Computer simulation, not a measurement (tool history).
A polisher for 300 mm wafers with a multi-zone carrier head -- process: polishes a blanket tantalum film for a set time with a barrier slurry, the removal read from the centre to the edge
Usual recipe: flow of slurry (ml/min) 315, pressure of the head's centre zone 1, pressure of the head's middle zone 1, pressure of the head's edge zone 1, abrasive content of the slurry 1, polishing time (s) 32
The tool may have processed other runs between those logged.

| run | hour | flow of slurry (ml/min) | pressure of the head's centre zone | pressure of the head's middle zone | pressure of the head's edge zone | abrasive content of the slurry | polishing time (s) | incoming thickness of the incoming film, nm | film removed at the wafer's centre (nm) | film removed at mid-radius (nm) | film removed at the wafer's edge (nm) |
|---|---|---|---|---|---|---|---|---|---|---|---|
| 1 | 0 | 315 | 1 | 1 | 1.07 | 1 | 32 | 355.5 | 57.3 | 60.3 | 64 |
|  | 43.2 | worn pad replaced by a new one |
| 2 | 54.4 | 260 | 1 | 1 | 1 | 1 | 38 | 351 | 68.4 | 70.2 | 71.2 |
| 3 | 87 | 260 | 1 | 1 | 1 | 1 | 38 | 356.8 | 66.2 | 70.4 | 73.1 |
| 4 | 119.8 | 260 | 1 | 1 | 1 | 1 | 38 | 349.1 | 67.5 | 71 | 70.2 |
|  | 143.9 | slurry nozzle cleaned |
| 5 | 158.5 | 315 | 1 | 1 | 1 | 1 | 28 | 347.7 | 50.7 | 52.9 | 55.2 |
|  | 192.4 | worn pad replaced by a new one |
| 6 | 192.9 | 315 | 1 | 1 | 1 | 1 | 28 | 344.9 | 50.2 | 53.8 | 53.4 |
| 7 | 219.2 | 315 | 1 | 1 | 0.93 | 1 | 32 | 353.5 | 58.4 | 61.6 | 59.2 |
| 8 | 236.6 | 315 | 1 | 1 | 0.93 | 1 | 32 | 348.5 | 56.6 | 60.7 | 59.4 |
| 9 | 265.7 | 315 | 1 | 1.08 | 1 | 1 | 32 | 349.9 | 57.3 | 65.4 | 60.2 |
| 10 | 285.3 | 315 | 1 | 1.08 | 1 | 1 | 32 | 349.9 | 57.7 | 65.1 | 62.8 |

Run 11 comes next. What will it give?
|  | 300.2 | centre zone pressure recalibrated |
| 11 | 304.4 | 255 | 1.06 | 1 | 0.88 | 1 | 32 | 352.9 | ? | ? | ? |

{"run 11": {"film removed at the wafer's centre (nm)": 54.6, "film removed at mid-radius (nm)": 59.8, "film removed at the wafer's edge (nm)": 57.8}}
With the hidden condition absent and the run-to-run variation left alone, this run would have shown film removed at the wafer's centre (nm) 62.8, film removed at mid-radius (nm) 59.8, film removed at the wafer's edge (nm) 57.8.
